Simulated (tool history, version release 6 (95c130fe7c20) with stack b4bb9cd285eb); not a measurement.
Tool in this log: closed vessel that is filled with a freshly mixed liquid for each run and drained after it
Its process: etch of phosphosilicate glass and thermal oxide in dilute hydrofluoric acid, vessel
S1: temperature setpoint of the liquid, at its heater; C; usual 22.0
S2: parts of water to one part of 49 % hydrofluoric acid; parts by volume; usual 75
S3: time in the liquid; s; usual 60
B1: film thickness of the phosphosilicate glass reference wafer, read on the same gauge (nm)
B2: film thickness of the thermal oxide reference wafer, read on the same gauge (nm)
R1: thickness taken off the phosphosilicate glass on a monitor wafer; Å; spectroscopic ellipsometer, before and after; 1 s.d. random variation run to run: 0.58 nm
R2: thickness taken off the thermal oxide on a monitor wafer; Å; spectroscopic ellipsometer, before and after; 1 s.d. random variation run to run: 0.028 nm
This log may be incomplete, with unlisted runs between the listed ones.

run 1 hour=0.0 | S1=22.0 S2=75 S3=60 | B1=69.99 B2=79.959 | R1=729.6 R2=36.96
run 2 hour=14.3 | S1=22.0 S2=75 S3=60 | B1=70.01 B2=79.994 | R1=744.8 R2=37.10
run 3 hour=27.0 | S1=22.0 S2=75 S3=60 | B1=70.03 B2=79.991 | R1=749.3 R2=36.78
run 4 hour=34.0 | S1=22.0 S2=75 S3=60 | B1=69.98 B2=80.012 | R1=751.0 R2=37.32
-- hour=47.1 gauge calibrated
run 5 hour=49.6 | S1=22.0 S2=75 S3=60 | B1=70.00 B2=79.977 | R1=740.4 R2=37.24
run 6 hour=58.3 | S1=19.0 S2=40 S3=80 | B1=70.00 B2=79.998 | R1=1721.6 R2=85.42
run 7 hour=64.9 | S1=22.0 S2=75 S3=60 | B1=70.05 B2=80.005 | R1=742.9 R2=37.49
-- hour=74.5 hydrofluoric acid flow meter replaced
run 8 hour=81.1 | S1=19.0 S2=60 S3=30 | B1=70.01 B2=79.976 | R1=414.6 R2=20.98
run 9 hour=96.0 | S1=22.0 S2=75 S3=60 | B1=69.99 B2=80.034 | R1=736.9 R2=37.49
run 10 hour=108.3 | S1=22.0 S2=75 S3=60 | B1=70.03 B2=79.993 | R1=745.1 R2=36.68
run 11 hour=121.6 | S1=26.5 S2=65 S3=60 | B1=70.01 B2=80.019 | R1=1032.4 R2=52.05
run 12 hour=134.6 | S1=27.0 S2=100 S3=35 | B1=70.03 B2=79.978 | R1=387.1 R2=19.43
-- hour=141.9 thermometer replaced
run 13 hour=151.6 | S1=22.0 S2=55 S3=60 | B1=70.04 B2=80.025 | R1=1038.3 R2=51.67
run 14 hour=165.9 | S1=22.0 S2=75 S3=60 | B1=70.00 B2=80.006 | R1=744.3 R2=36.78
run 15 hour=172.1 | S1=22.0 S2=75 S3=85 | B1=70.00 B2=79.989 | R1=1066.2 R2=51.85
run 16 hour=178.8 | S1=22.0 S2=75 S3=60 | B1=69.99 B2=79.996 | R1=742.5 R2=36.90
run 17 hour=188.8 | S1=19.0 S2=75 S3=60 | B1=69.98 B2=80.020 | R1=664.0 R2=32.87
run 18 hour=206.4 | S1=22.0 S2=50 S3=60 | B1=70.00 B2=79.976 | R1=1127.6 R2=57.02
run 19 hour=219.0 | S1=20.0 S2=50 S3=70 | B1=70.02 B2=79.997 | R1=1234.8 R2=61.85
run 20 hour=226.3 | S1=20.5 S2=45 S3=40 | B1=70.01 B2=80.010 | R1=805.3 R2=40.25
run 21 hour=239.4 | S1=22.0 S2=85 S3=60 | B1=69.99 B2=80.005 | R1=644.7 R2=32.23
run 22 hour=252.1 | S1=17.5 S2=75 S3=45 | B1=70.00 B2=80.025 | R1=463.8 R2=22.85
run 23 hour=288.0 | S1=26.5 S2=75 S3=90 | B1=69.99 B2=80.043 | R1=1318.8 R2=66.22
run 24 hour=297.4 | S1=24.5 S2=110 S3=75 | B1=70.01 B2=79.989 | R1=668.9 R2=33.85
run 25 hour=307.7 | S1=22.0 S2=75 S3=30 | B1=69.98 B2=79.977 | R1=369.3 R2=18.40
run 26 hour=323.3 | S1=22.0 S2=75 S3=60 | B1=70.00 B2=79.988 | R1=742.9 R2=37.26
run 27 hour=336.7 | S1=22.0 S2=75 S3=90 | B1=70.03 B2=80.006 | R1=1108.6 R2=55.72

Below are 3 alternative next runs, each starting from the tool's condition after run 27. Predict each:
run A hour=337.4 | S1=22.0 S2=75 S3=60 | B1=? B2=? | R1=? R2=?
run B hour=337.4 | S1=22.0 S2=75 S3=70 | B1=? B2=? | R1=? R2=?
run C hour=337.4 | S1=20.0 S2=95 S3=80 | B1=? B2=? | R1=? R2=?

run=A B1=70.01 B2=79.983 R1=742.2 R2=37.46
run=B B1=70.01 B2=79.983 R1=866.0 R2=43.70
run=C B1=70.01 B2=79.983 R1=703.0 R2=35.47
Without the tool's hidden state the same runs would have given:
run=A R1=742.2 R2=37.46
run=B R1=866.0 R2=43.70
run=C R1=703.0 R2=35.47
